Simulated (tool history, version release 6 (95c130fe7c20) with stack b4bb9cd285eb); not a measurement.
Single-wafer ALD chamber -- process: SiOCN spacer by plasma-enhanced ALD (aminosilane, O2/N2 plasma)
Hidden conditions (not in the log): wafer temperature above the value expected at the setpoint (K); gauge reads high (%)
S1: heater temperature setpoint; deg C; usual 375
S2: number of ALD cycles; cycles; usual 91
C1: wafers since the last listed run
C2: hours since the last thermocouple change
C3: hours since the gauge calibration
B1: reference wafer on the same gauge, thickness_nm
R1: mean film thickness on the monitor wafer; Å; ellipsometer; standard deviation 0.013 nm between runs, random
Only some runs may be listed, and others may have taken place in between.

| run | hour | S1 | S2 | C1 | C2 | C3 | B1 | R1 |
|---|---|---|---|---|---|---|---|---|
| 1 | 0.0 | 364 | 84 | 0 | 2926.9 | 144.1 | 5.558 | 48.26 |
| 2 | 7.7 | 364 | 84 | 26 | 2934.6 | 151.8 | 5.560 | 48.42 |
|  | 8.3 | gauge calibrated |
| 3 | 21.9 | 370 | 100 | 49 | 2948.8 | 13.6 | 5.556 | 57.38 |
| 4 | 39.4 | 385 | 91 | 60 | 2966.3 | 31.1 | 5.559 | 52.32 |
| 5 | 55.5 | 375 | 91 | 55 | 2982.4 | 47.2 | 5.560 | 52.04 |
| 6 | 70.1 | 375 | 91 | 50 | 2997.0 | 61.8 | 5.560 | 52.39 |
| 7 | 77.2 | 375 | 86 | 24 | 3004.1 | 68.9 | 5.563 | 49.26 |
| 8 | 86.8 | 375 | 86 | 33 | 3013.7 | 78.5 | 5.559 | 49.41 |
| 9 | 98.4 | 375 | 86 | 40 | 3025.3 | 90.1 | 5.560 | 49.35 |
|  | 115.7 | thermocouple changed; heater temperature recalibrated |
| 10 | 116.2 | 375 | 91 | 34 | 0.5 | 107.9 | 5.558 | 52.48 |
| 11 | 126.7 | 375 | 91 | 36 | 11.0 | 118.4 | 5.559 | 52.26 |
| 12 | 138.5 | 365 | 97 | 41 | 22.8 | 130.2 | 5.557 | 55.86 |
| 13 | 155.4 | 375 | 80 | 58 | 39.7 | 147.1 | 5.556 | 45.93 |
|  | 160.6 | gauge calibrated |
| 14 | 172.5 | 375 | 91 | 59 | 56.8 | 11.9 | 5.563 | 52.14 |
| 15 | 179.3 | 364 | 107 | 23 | 63.6 | 18.7 | 5.562 | 61.61 |
| 16 | 195.2 | 375 | 91 | 55 | 79.5 | 34.6 | 5.559 | 52.49 |
| 17 | 208.5 | 368 | 91 | 46 | 92.8 | 47.9 | 5.561 | 52.38 |
| 18 | 222.6 | 375 | 104 | 49 | 106.9 | 62.0 | 5.563 | 59.93 |
| 19 | 237.1 | 365 | 97 | 50 | 121.4 | 76.5 | 5.559 | 55.67 |
| 20 | 249.1 | 387 | 91 | 41 | 133.4 | 88.5 | 5.561 | 52.47 |
| 21 | 264.7 | 381 | 81 | 54 | 149.0 | 104.1 | 5.565 | 46.68 |
| 22 | 273.2 | 365 | 84 | 29 | 157.5 | 112.6 | 5.562 | 48.27 |
| 23 | 290.3 | 362 | 108 | 59 | 174.6 | 129.7 | 5.557 | 62.02 |

Describe how what the log doesn't record of the tool's condition differs between the last listed run preceding each entry between runs and the first listed run following it.
Run 2 -> run 3: gauge calibrated (hour 8.3)
  no hidden state differs between the two runs
Run 9 -> run 10: thermocouple changed; heater temperature recalibrated (hour 115.7)
  no hidden state differs between the two runs
Run 13 -> run 14: gauge calibrated (hour 160.6)
  no hidden state differs between the two runs

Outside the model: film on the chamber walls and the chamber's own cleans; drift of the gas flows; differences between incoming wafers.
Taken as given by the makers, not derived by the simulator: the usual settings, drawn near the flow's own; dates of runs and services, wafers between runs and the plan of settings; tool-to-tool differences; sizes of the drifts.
